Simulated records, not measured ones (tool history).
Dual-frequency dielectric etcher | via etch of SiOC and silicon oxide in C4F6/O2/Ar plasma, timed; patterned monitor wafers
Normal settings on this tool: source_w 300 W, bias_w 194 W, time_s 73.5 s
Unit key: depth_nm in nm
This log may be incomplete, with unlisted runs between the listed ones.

run	hour	source_w	bias_w	time_s	read-back reference wafer on the same gauge, depth_nm	depth_nm
1	0.0	250	194	81.0	79.7	74.5
2	11.0	250	194	81.0	79.6	74.2
3	28.1	300	194	73.5	79.7	70.5
# hour 45.0: bias power generator calibrated
# hour 63.0: wet clean of the chamber
4	63.5	300	194	73.5	79.7	74.1
5	63.8	300	194	73.5	79.7	72.7
# hour 113.5: upper electrode replaced
6	114.0	300	194	73.5	79.7	73.4
7	114.4	300	194	73.5	79.8	72.8
8	116.8	300	194	73.5	79.7	73.4
9	127.9	300	194	73.5	79.6	73.0
10	145.1	320	194	73.5	79.7	74.4
11	161.4	300	194	73.5	79.6	73.4
12	173.8	320	194	73.5	79.7	73.9
# hour 176.3: gauge calibrated
13	191.7	230	157	90.0	79.6	75.6
14	200.6	300	194	73.5	79.6	72.5
15	213.2	230	154	62.0	79.7	51.2
16	228.4	300	194	73.5	79.7	71.5
# hour 243.4: source power generator calibrated
17	243.9	330	194	60.0	79.7	60.3
18	255.0	360	233	73.5	79.6	82.1
19	276.5	320	173	95.5	79.7	90.3
20	286.4	300	194	73.5	79.7	71.7
21	296.5	270	225	73.5	79.6	76.5
22	313.9	300	194	73.5	79.8	71.7
23	327.5	300	194	73.5	79.7	71.3
24	344.2	300	194	73.5	79.7	71.3
25	360.8	300	148	73.5	79.7	60.6
26	368.1	300	194	56.5	79.8	54.3
27	378.7	300	194	57.0	79.6	54.9
28	395.3	300	194	93.0	79.7	90.7
29	403.8	340	182	62.0	79.8	59.2

Had the tool no unlogged condition, and each run kept its random variation, what would the results have been?
Hidden state at play: etch rate over this chamber's usual, %; source power that arrives over what is set, %; bias power that arrives over what is set, %; gauge reads high (%).
run	depth_nm
1	77.8
2	77.5
3	73.9
4	73.7
5	72.3
6	73.4
7	72.8
8	73.5
9	73.1
10	74.6
11	73.8
12	74.4
13	76.3
14	73.2
15	51.8
16	72.4
17	61.2
18	83.5
19	92.0
20	73.1
21	78.1
22	73.3
23	73.1
24	73.2
25	62.4
26	55.9
27	56.6
28	93.7
29	61.2
